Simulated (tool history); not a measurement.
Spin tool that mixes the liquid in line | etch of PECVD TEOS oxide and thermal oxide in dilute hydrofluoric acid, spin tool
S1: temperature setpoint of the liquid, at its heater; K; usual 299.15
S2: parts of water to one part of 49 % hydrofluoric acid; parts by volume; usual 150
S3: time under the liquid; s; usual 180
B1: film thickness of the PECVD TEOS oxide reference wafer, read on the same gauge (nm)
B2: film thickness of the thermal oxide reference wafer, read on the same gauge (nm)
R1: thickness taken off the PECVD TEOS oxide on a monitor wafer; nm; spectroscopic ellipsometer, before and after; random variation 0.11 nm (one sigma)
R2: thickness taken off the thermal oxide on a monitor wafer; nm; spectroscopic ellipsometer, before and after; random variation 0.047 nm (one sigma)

run	hour	S1	S2	S3	B1	B2	R1	R2
1	0	299.15	150	180	140	150.01	10.71	5.05
2	48.7	299.15	150	180	140.04	149.99	10.53	5.07
3	138.7	299.15	150	180	140.02	149.99	10.49	5.03
4	238	300.65	150	180	140.01	150.01	11.34	5.34
# hour 304.4: hydrofluoric acid flow meter replaced
5	323.1	299.15	150	180	140.01	149.99	12.58	5.96
# hour 389.3: thermometer replaced
6	413.8	299.15	150	180	139.99	150.01	11.64	5.46
7	516.1	299.15	150	180	139.97	149.99	11.5	5.39
# hour 586.5: gauge calibrated
8	587	294.65	150	180	139.97	149.99	9.52	4.65
9	669.2	303.65	80	95	140.03	150	14.53	7.09
10	749.6	299.15	150	180	140	150.01	11.29	5.41
11	836.2	297.15	210	275	140.02	149.98	10.77	5.12
12	905.2	302.15	75	130	140.01	150	20.55	9.71
13	943.4	303.65	80	95	140.02	149.97	14.67	7.05
14	980.1	296.15	80	265	139.99	149.99	30.14	14.6

Forecast each of these 5 alternatives for the next run:
A	980.6	299.15	105	180	?	?	?	?
B	980.6	302.65	150	180	?	?	?	?
C	980.6	295.15	85	95	?	?	?	?
D	980.6	297.65	100	130	?	?	?	?
E	980.6	302.65	150	230	?	?	?	?

run	B1	B2	R1	R2
A	139.97	150.01	17.2	8.15
B	139.97	150.01	12.86	6.09
C	139.97	150.01	9.85	4.67
D	139.97	150.01	12.4	5.87
E	139.97	150.01	16.44	7.78
Without the tool's hidden state the same runs would have given:
run	R1	R2
A	17.2	8.15
B	12.96	6.14
C	9.81	4.64
D	12.38	5.86
E	16.56	7.84
